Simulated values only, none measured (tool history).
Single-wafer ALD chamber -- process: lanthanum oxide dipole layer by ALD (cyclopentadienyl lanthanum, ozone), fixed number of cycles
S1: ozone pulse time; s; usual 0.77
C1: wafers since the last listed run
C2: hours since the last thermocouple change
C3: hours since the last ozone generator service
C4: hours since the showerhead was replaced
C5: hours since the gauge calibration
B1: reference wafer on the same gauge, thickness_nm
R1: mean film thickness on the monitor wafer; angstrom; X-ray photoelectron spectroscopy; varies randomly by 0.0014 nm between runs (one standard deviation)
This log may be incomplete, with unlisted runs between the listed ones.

run,day,S1,C1,C2,C3,C4,C5,B1,R1
1,0,0.77,0,661.7,53.5,2771.7,481.6,0.411,4.47
2,1.804,1.01,752,705,96.8,2815,524.9,0.411,4.82
3,5.021,1.01,1342,782.2,174,2892.2,602.1,0.411,4.84
4,6.533,0.77,631,818.5,210.3,2928.5,638.4,0.411,4.46
5,9.283,0.77,1147,884.5,276.3,2994.5,704.4,0.411,4.44
6,12.167,0.77,1203,953.7,345.5,3063.7,773.6,0.411,4.44
7,16.033,0.77,1613,1046.5,438.3,3156.5,866.4,0.411,4.42
8,18.912,0.77,1201,1115.6,507.4,3225.6,935.5,0.411,4.42
9,21.317,0.89,1003,1173.3,565.1,3283.3,993.2,0.411,4.6
10,25.238,0.89,1635,1267.4,659.2,3377.4,1087.3,0.411,4.59
11,28.262,0.77,1262,1340,731.8,3450,1159.9,0.411,4.37
# day 31.517: ozone generator serviced
12,31.538,0.63,1227,1418.6,0.5,3528.6,1238.5,0.411,4.23
13,35.329,0.77,1582,1509.6,91.5,3619.6,1329.5,0.411,4.46
14,39.058,0.77,1555,1599.1,181,3709.1,1419,0.411,4.47
15,41.779,0.77,1135,1664.4,246.3,3774.4,1484.3,0.411,4.48
16,45.612,0.92,1599,1756.4,338.3,3866.4,1576.3,0.411,4.66
# day 47.546: gauge calibrated
17,49.075,0.53,1444,1839.5,421.4,3949.5,36.7,0.411,3.93
18,51.317,0.68,935,1893.3,475.2,4003.3,90.5,0.411,4.25
19,56.733,1.05,2260,2023.3,605.2,4133.3,220.5,0.411,4.81
# day 57.829: thermocouple changed; heater temperature recalibrated
20,59.721,0.77,1107,45.4,676.9,4205,292.2,0.411,4.36
21,62.062,0.77,977,101.6,733.1,4261.2,348.4,0.411,4.36
22,64.588,0.87,1053,162.2,793.7,4321.8,409,0.411,4.52
23,66.554,0.77,820,209.4,840.9,4369,456.2,0.411,4.35
# day 69.933: ozone generator serviced
24,70.662,0.52,1575,308,17.5,4467.6,554.8,0.411,3.95
25,72.842,0.5,909,360.3,69.8,4519.9,607.1,0.411,3.9
# day 77.342: showerhead replaced
26,81.304,1.06,3391,563.4,272.9,95.1,810.2,0.411,4.85
27,83.717,0.77,1006,621.3,330.8,153,868.1,0.411,4.41
28,85.571,0.6,773,665.8,375.3,197.5,912.6,0.411,4.1
29,89.638,0.54,1696,763.4,472.9,295.1,1010.2,0.411,3.94
30,101.325,0.96,4876,1043.9,753.4,575.6,1290.7,0.411,4.64

What was the tool's hidden state at every run in the log?
wafer temperature above the value expected at the setpoint (K): 0 on each run
gauge reads high (%): 0 on each run
H1: ozone dose above that of a generator just serviced (%)
run,H1
1,-0.817
2,-1.28
3,-2.11
4,-2.5
5,-3.21
6,-3.95
7,-4.95
8,-5.69
9,-6.31
10,-7.32
11,-8.1
12,-1
13,-1.98
14,-2.94
15,-3.64
16,-4.63
17,-5.52
18,-6.1
19,-7.5
20,-8.27
21,-8.87
22,-9.52
23,-10
24,-2.27
25,-2.83
26,-5.01
27,-5.63
28,-6.11
29,-7.16
30,-10.2

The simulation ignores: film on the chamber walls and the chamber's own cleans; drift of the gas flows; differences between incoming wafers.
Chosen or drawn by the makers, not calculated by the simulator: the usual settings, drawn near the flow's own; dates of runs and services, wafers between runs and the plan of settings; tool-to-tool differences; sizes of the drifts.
